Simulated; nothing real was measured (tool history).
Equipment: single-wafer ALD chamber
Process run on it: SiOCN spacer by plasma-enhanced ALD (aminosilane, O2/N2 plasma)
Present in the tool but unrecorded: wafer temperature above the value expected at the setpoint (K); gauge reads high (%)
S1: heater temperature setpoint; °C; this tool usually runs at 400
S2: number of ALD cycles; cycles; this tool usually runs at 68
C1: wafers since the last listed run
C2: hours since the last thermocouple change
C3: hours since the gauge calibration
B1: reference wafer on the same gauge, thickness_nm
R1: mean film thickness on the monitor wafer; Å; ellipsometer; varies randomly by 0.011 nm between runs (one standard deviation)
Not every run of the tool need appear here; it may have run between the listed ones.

run 1 hour=0 | S1=400 S2=68 | C1=0 C2=967.2 C3=348.3 | B1=4.619 | R1=41.87
run 2 hour=29.3 | S1=400 S2=68 | C1=68 C2=996.5 C3=377.6 | B1=4.627 | R1=41.65
run 3 hour=62.5 | S1=400 S2=68 | C1=77 C2=1029.7 C3=410.8 | B1=4.622 | R1=41.96
run 4 hour=94.2 | S1=391 S2=68 | C1=73 C2=1061.4 C3=442.5 | B1=4.621 | R1=42.26
run 5 hour=117.8 | S1=391 S2=68 | C1=54 C2=1085 C3=466.1 | B1=4.624 | R1=42.29
run 6 hour=148.1 | S1=400 S2=68 | C1=70 C2=1115.3 C3=496.4 | B1=4.625 | R1=41.73
run 7 hour=167.1 | S1=400 S2=58 | C1=44 C2=1134.3 C3=515.4 | B1=4.622 | R1=35.38
run 8 hour=184.9 | S1=405 S2=68 | C1=41 C2=1152.1 C3=533.2 | B1=4.617 | R1=41.06
run 9 hour=206.9 | S1=394 S2=76 | C1=51 C2=1174.1 C3=555.2 | B1=4.622 | R1=47.4
run 10 hour=254.3 | S1=400 S2=68 | C1=110 C2=1221.5 C3=602.6 | B1=4.622 | R1=41.57
run 11 hour=279.2 | S1=400 S2=68 | C1=57 C2=1246.4 C3=627.5 | B1=4.622 | R1=41.4
run 12 hour=300.9 | S1=405 S2=68 | C1=50 C2=1268.1 C3=649.2 | B1=4.619 | R1=40.91
run 13 hour=316 | S1=400 S2=76 | C1=35 C2=1283.2 C3=664.3 | B1=4.621 | R1=46.43
-- hour=323.2 gauge calibrated
run 14 hour=338.3 | S1=400 S2=68 | C1=51 C2=1305.5 C3=15.1 | B1=4.619 | R1=41.51
run 15 hour=375.3 | S1=400 S2=68 | C1=86 C2=1342.5 C3=52.1 | B1=4.619 | R1=41.43
run 16 hour=406.9 | S1=400 S2=75 | C1=73 C2=1374.1 C3=83.7 | B1=4.621 | R1=45.61
run 17 hour=420.6 | S1=388 S2=75 | C1=31 C2=1387.8 C3=97.4 | B1=4.615 | R1=46.56
run 18 hour=452.5 | S1=410 S2=68 | C1=74 C2=1419.7 C3=129.3 | B1=4.622 | R1=40.13
run 19 hour=474.6 | S1=412 S2=59 | C1=51 C2=1441.8 C3=151.4 | B1=4.626 | R1=34.44
-- hour=482.6 thermocouple changed; heater temperature recalibrated
run 20 hour=571.8 | S1=392 S2=57 | C1=207 C2=89.2 C3=248.6 | B1=4.623 | R1=35.52
run 21 hour=586.4 | S1=389 S2=62 | C1=33 C2=103.8 C3=263.2 | B1=4.621 | R1=38.56
run 22 hour=613.6 | S1=387 S2=73 | C1=63 C2=131 C3=290.4 | B1=4.622 | R1=45.44

For each run, what was the tool's unlogged condition?
gauge reads high (%): 0, the same for each run
H1: wafer temperature above the value expected at the setpoint (K)
run=1 H1=4.11
run=2 H1=4.32
run=3 H1=4.57
run=4 H1=4.81
run=5 H1=4.99
run=6 H1=5.24
run=7 H1=5.39
run=8 H1=5.54
run=9 H1=5.73
run=10 H1=6.14
run=11 H1=6.37
run=12 H1=6.57
run=13 H1=6.71
run=14 H1=6.92
run=15 H1=7.27
run=16 H1=7.59
run=17 H1=7.73
run=18 H1=8.05
run=19 H1=8.28
run=20 H1=-0.306
run=21 H1=-0.296
run=22 H1=-0.273
